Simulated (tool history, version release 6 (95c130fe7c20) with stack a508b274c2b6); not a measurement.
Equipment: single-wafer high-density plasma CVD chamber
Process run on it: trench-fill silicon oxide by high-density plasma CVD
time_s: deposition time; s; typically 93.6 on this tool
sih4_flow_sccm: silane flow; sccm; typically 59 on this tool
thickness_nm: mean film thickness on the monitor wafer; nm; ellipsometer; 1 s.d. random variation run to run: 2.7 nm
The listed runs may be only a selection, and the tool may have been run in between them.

run	hour	time_s	sih4_flow_sccm	read-back reference wafer on the same gauge, thickness_nm	thickness_nm
1	0.0	93.6	59	724.203	659.464
2	22.4	93.6	59	722.601	661.115
3	56.4	93.6	59	723.236	663.251
4	75.2	93.6	59	722.685	657.427
5	103.9	93.6	59	723.419	664.721
6	124.7	93.6	59	723.172	659.253
7	152.9	93.6	59	723.340	663.049
8	168.9	93.6	52	722.760	588.207
9	198.6	93.6	62	722.467	696.645
10	225.6	93.6	62	723.195	691.788
11	252.6	93.6	59	722.798	665.389
# hour 263.6: silane flow controller replaced
12	279.6	93.6	59	722.740	658.820
13	310.1	81.5	50	721.962	489.027
14	323.5	93.6	59	722.593	657.219
15	346.7	103.4	70	723.521	864.262
16	365.9	110.9	59	723.729	780.232
17	394.1	109.8	52	723.589	682.601
18	415.4	101.3	63	722.495	763.801
# hour 440.5: gauge calibrated
19	445.4	93.6	59	722.343	665.149
20	471.6	81.5	50	722.227	491.246
21	502.4	75.3	49	722.666	443.440
22	525.6	105.5	63	723.203	795.854
23	557.1	109.1	54	723.369	698.198

Estimate the outcome of run 24 from the log above:
24	587.8	102.1	68	?	?

read-back reference wafer on the same gauge, thickness_nm: 722.322
thickness_nm: 827.749 nm
Without the tool's hidden state the same run would have given thickness_nm 827.749 nm.
